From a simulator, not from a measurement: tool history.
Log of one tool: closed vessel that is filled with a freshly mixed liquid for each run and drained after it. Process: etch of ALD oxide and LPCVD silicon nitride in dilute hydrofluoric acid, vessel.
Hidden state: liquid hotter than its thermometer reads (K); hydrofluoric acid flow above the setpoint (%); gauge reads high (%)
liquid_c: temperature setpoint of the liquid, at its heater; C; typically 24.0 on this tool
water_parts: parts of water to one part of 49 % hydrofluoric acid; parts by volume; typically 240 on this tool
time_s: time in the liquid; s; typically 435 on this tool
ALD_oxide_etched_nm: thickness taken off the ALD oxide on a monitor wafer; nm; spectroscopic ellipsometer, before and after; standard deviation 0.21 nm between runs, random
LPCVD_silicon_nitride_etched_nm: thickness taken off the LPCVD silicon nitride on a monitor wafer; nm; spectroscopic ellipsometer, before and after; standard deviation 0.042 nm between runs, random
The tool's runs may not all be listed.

run,hour,liquid_c,water_parts,time_s,wafers since the last listed run,hours since the thermometer was replaced,hours since the hydrofluoric acid flow meter was replaced,hours since the gauge calibration,"read-back film thickness of the ALD oxide reference wafer, read on the same gauge (nm)","read-back film thickness of the LPCVD silicon nitride reference wafer, read on the same gauge (nm)",ALD_oxide_etched_nm,LPCVD_silicon_nitride_etched_nm
1,0.0,24.0,240,435,0,571.2,1992.0,1867.3,150.01,49.984,35.93,0.995
# hour 43.1: hydrofluoric acid flow meter replaced
2,94.7,24.0,240,435,4695,665.9,51.6,1962.0,150.03,49.970,33.68,0.987
3,167.0,24.0,240,435,3623,738.2,123.9,2034.3,150.00,50.001,33.78,0.938
4,228.8,24.0,240,435,3096,800.0,185.7,2096.1,149.98,49.962,33.92,1.024
5,317.5,24.0,240,435,4444,888.7,274.4,2184.8,149.96,50.014,33.87,1.047
6,361.8,24.0,270,595,2219,933.0,318.7,2229.1,149.97,50.011,40.36,1.197
# hour 435.9: gauge calibrated
7,452.1,20.5,335,515,4525,1023.3,409.0,16.2,150.01,50.010,23.13,0.696
8,549.0,26.5,240,570,4855,1120.2,505.9,113.1,149.99,50.006,49.74,1.470
9,643.8,24.0,155,665,4750,1215.0,600.7,207.9,149.97,49.957,90.67,2.351
10,729.5,24.0,240,435,4294,1300.7,686.4,293.6,149.99,50.013,34.76,1.015
11,799.0,28.0,325,295,3482,1370.2,755.9,363.1,150.00,50.002,18.24,0.695
# hour 879.9: thermometer replaced
12,891.2,24.0,240,435,4570,11.3,848.1,455.3,150.01,50.004,33.79,0.985
13,974.4,22.5,240,435,4169,94.5,931.3,538.5,150.02,49.997,32.04,0.923
14,1061.4,21.0,240,435,4359,181.5,1018.3,625.5,149.99,49.992,30.38,0.880
15,1152.8,24.0,240,435,4580,272.9,1109.7,716.9,150.02,49.977,34.02,0.943
16,1253.0,24.0,240,610,5021,373.1,1209.9,817.1,150.03,49.999,48.36,1.475
17,1345.7,22.5,280,280,4645,465.8,1302.6,909.8,149.99,50.031,17.60,0.484
18,1384.1,21.0,240,210,1924,504.2,1341.0,948.2,150.01,50.008,15.05,0.372
19,1433.1,20.5,360,610,2455,553.2,1390.0,997.2,150.02,50.003,25.65,0.783
20,1533.7,24.0,240,435,5041,653.8,1490.6,1097.8,149.99,50.030,34.95,1.027
21,1641.4,24.0,345,435,5397,761.5,1598.3,1205.5,150.01,49.999,22.38,0.736
22,1693.7,19.0,300,530,2620,813.8,1650.6,1257.8,150.00,50.017,27.11,0.723
23,1781.7,25.5,360,680,4409,901.8,1738.6,1345.8,150.01,49.996,34.59,1.199
24,1838.4,21.5,355,635,2841,958.5,1795.3,1402.5,150.04,49.999,28.71,0.847
25,1879.9,20.0,135,355,2079,1000.0,1836.8,1444.0,150.01,49.992,49.62,1.247

Predict each of these 5 candidate next runs independently; none follows another, all start after run 25:
A,1880.7,24.0,240,435,40,1000.8,1837.6,1444.8,?,?,?,?
B,1880.7,28.0,240,435,40,1000.8,1837.6,1444.8,?,?,?,?
C,1880.7,28.5,185,680,40,1000.8,1837.6,1444.8,?,?,?,?
D,1880.7,24.0,240,510,40,1000.8,1837.6,1444.8,?,?,?,?
E,1880.7,24.0,340,435,40,1000.8,1837.6,1444.8,?,?,?,?

run,"read-back film thickness of the ALD oxide reference wafer, read on the same gauge (nm)","read-back film thickness of the LPCVD silicon nitride reference wafer, read on the same gauge (nm)",ALD_oxide_etched_nm,LPCVD_silicon_nitride_etched_nm
A,150.02,49.999,35.70,1.108
B,150.02,49.999,41.09,1.414
C,150.02,49.999,90.29,2.967
D,150.02,49.999,41.85,1.299
E,150.02,49.999,22.88,0.784
With no hidden state in the tool, these same runs would have given:
run,ALD_oxide_etched_nm,LPCVD_silicon_nitride_etched_nm
A,32.82,1.011
B,37.78,1.291
C,83.13,2.706
D,38.48,1.185
E,21.00,0.716
